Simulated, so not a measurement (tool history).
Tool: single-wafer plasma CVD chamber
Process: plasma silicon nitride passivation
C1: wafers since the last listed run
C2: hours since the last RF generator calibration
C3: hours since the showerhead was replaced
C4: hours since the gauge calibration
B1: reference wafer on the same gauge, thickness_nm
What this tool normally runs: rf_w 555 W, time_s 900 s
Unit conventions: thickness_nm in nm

run 1 day=0 | rf_w=555 time_s=900 | C1=0 C2=787.3 C3=4903.9 C4=2239.9 | B1=1159.745 | thickness_nm=1259.608
run 2 day=4.108 | rf_w=555 time_s=900 | C1=149 C2=885.9 C3=5002.5 C4=2338.5 | B1=1160.5 | thickness_nm=1255.808
run 3 day=7.008 | rf_w=555 time_s=900 | C1=105 C2=955.5 C3=5072.1 C4=2408.1 | B1=1160.522 | thickness_nm=1254.023
-- day=8.671 RF generator calibrated
run 4 day=14.038 | rf_w=555 time_s=900 | C1=243 C2=128.8 C3=5240.8 C4=2576.8 | B1=1159.824 | thickness_nm=1276.166
run 5 day=16.046 | rf_w=555 time_s=900 | C1=72 C2=177 C3=5289 C4=2625 | B1=1160.31 | thickness_nm=1280.231
run 6 day=18.188 | rf_w=555 time_s=900 | C1=77 C2=228.4 C3=5340.4 C4=2676.4 | B1=1160.167 | thickness_nm=1271.696
run 7 day=22.133 | rf_w=555 time_s=900 | C1=143 C2=323.1 C3=5435.1 C4=2771.1 | B1=1159.756 | thickness_nm=1269.424
run 8 day=26.071 | rf_w=555 time_s=900 | C1=143 C2=417.6 C3=5529.6 C4=2865.6 | B1=1160.083 | thickness_nm=1269.403
run 9 day=27.771 | rf_w=555 time_s=797 | C1=61 C2=458.4 C3=5570.4 C4=2906.4 | B1=1159.93 | thickness_nm=1121.871
run 10 day=30.671 | rf_w=555 time_s=797 | C1=105 C2=528 C3=5640 C4=2976 | B1=1159.623 | thickness_nm=1120.075
run 11 day=35.158 | rf_w=555 time_s=943 | C1=163 C2=635.7 C3=5747.7 C4=3083.7 | B1=1160.374 | thickness_nm=1324.395
run 12 day=38.371 | rf_w=555 time_s=943 | C1=116 C2=712.8 C3=5824.8 C4=3160.8 | B1=1159.572 | thickness_nm=1316.283
-- day=40.358 gauge calibrated
run 13 day=41.758 | rf_w=555 time_s=998 | C1=123 C2=794.1 C3=5906.1 C4=33.6 | B1=1159.669 | thickness_nm=1396.62
run 14 day=43.346 | rf_w=555 time_s=998 | C1=57 C2=832.2 C3=5944.2 C4=71.7 | B1=1160.423 | thickness_nm=1396.199
run 15 day=46.504 | rf_w=555 time_s=998 | C1=114 C2=908 C3=6020 C4=147.5 | B1=1160.361 | thickness_nm=1392.385
run 16 day=50.696 | rf_w=555 time_s=900 | C1=152 C2=1008.6 C3=6120.6 C4=248.1 | B1=1159.931 | thickness_nm=1253.242
-- day=52.183 RF generator calibrated
run 17 day=53.521 | rf_w=555 time_s=900 | C1=90 C2=32.1 C3=6188.4 C4=315.9 | B1=1160.514 | thickness_nm=1277.053
run 18 day=56.679 | rf_w=555 time_s=900 | C1=114 C2=107.9 C3=6264.2 C4=391.7 | B1=1160.217 | thickness_nm=1274.858
run 19 day=59.046 | rf_w=600 time_s=946 | C1=86 C2=164.7 C3=6321 C4=448.5 | B1=1160.298 | thickness_nm=1379.732
run 20 day=60.696 | rf_w=605 time_s=814 | C1=59 C2=204.3 C3=6360.6 C4=488.1 | B1=1159.876 | thickness_nm=1185.126
run 21 day=64.925 | rf_w=515 time_s=761 | C1=153 C2=305.8 C3=6462.1 C4=589.6 | B1=1159.93 | thickness_nm=1046.76
run 22 day=72.754 | rf_w=665 time_s=988 | C1=284 C2=493.7 C3=6650 C4=777.5 | B1=1159.835 | thickness_nm=1482.203
run 23 day=77.217 | rf_w=610 time_s=1073 | C1=162 C2=600.8 C3=6757.1 C4=884.6 | B1=1160.216 | thickness_nm=1557.664
run 24 day=79.846 | rf_w=650 time_s=954 | C1=95 C2=663.9 C3=6820.2 C4=947.7 | B1=1160.102 | thickness_nm=1416.731
-- day=93.088 showerhead replaced
run 25 day=93.108 | rf_w=610 time_s=812 | C1=469 C2=982.2 C3=0.5 C4=1266 | B1=1160.532 | thickness_nm=1172.39
run 26 day=95.838 | rf_w=625 time_s=825 | C1=99 C2=1047.7 C3=66 C4=1331.5 | B1=1159.697 | thickness_nm=1196.266
run 27 day=97.558 | rf_w=500 time_s=817 | C1=62 C2=1089 C3=107.3 C4=1372.8 | B1=1159.726 | thickness_nm=1091.703
-- day=98.25 RF generator calibrated
run 28 day=100.412 | rf_w=555 time_s=900 | C1=91 C2=51.9 C3=175.8 C4=1441.3 | B1=1160.086 | thickness_nm=1277.999
run 29 day=103.142 | rf_w=485 time_s=1035 | C1=99 C2=117.4 C3=241.3 C4=1506.8 | B1=1159.777 | thickness_nm=1395.576
run 30 day=107.033 | rf_w=490 time_s=950 | C1=141 C2=210.8 C3=334.7 C4=1600.2 | B1=1159.746 | thickness_nm=1282.217
run 31 day=110.496 | rf_w=655 time_s=1000 | C1=125 C2=293.9 C3=417.8 C4=1683.3 | B1=1160.222 | thickness_nm=1499.668
run 32 day=113.929 | rf_w=555 time_s=900 | C1=124 C2=376.3 C3=500.2 C4=1765.7 | B1=1159.766 | thickness_nm=1274.773
run 33 day=115.846 | rf_w=490 time_s=751 | C1=69 C2=422.3 C3=546.2 C4=1811.7 | B1=1160.001 | thickness_nm=1012.787
run 34 day=117.95 | rf_w=490 time_s=751 | C1=76 C2=472.8 C3=596.7 C4=1862.2 | B1=1160.297 | thickness_nm=1007.605
run 35 day=121.183 | rf_w=555 time_s=900 | C1=117 C2=550.4 C3=674.3 C4=1939.8 | B1=1160.145 | thickness_nm=1268.014
run 36 day=123.592 | rf_w=600 time_s=1002 | C1=87 C2=608.2 C3=732.1 C4=1997.6 | B1=1159.89 | thickness_nm=1444.887
run 37 day=127.688 | rf_w=630 time_s=848 | C1=148 C2=706.5 C3=830.4 C4=2095.9 | B1=1159.662 | thickness_nm=1243.983

What the log doesn't show, run by run:
gauge reads high (%): 0 at every run
H1: delivered RF power above the setpoint (%)
run=1 H1=-4.52
run=2 H1=-5.03
run=3 H1=-5.39
run=4 H1=-0.991
run=5 H1=-1.24
run=6 H1=-1.5
run=7 H1=-1.99
run=8 H1=-2.48
run=9 H1=-2.69
run=10 H1=-3.05
run=11 H1=-3.6
run=12 H1=-4
run=13 H1=-4.41
run=14 H1=-4.61
run=15 H1=-5
run=16 H1=-5.52
run=17 H1=-0.497
run=18 H1=-0.887
run=19 H1=-1.18
run=20 H1=-1.38
run=21 H1=-1.91
run=22 H1=-2.87
run=23 H1=-3.42
run=24 H1=-3.75
run=25 H1=-5.39
run=26 H1=-5.72
run=27 H1=-5.94
run=28 H1=-0.396
run=29 H1=-0.733
run=30 H1=-1.21
run=31 H1=-1.64
run=32 H1=-2.07
run=33 H1=-2.3
run=34 H1=-2.56
run=35 H1=-2.96
run=36 H1=-3.26
run=37 H1=-3.76
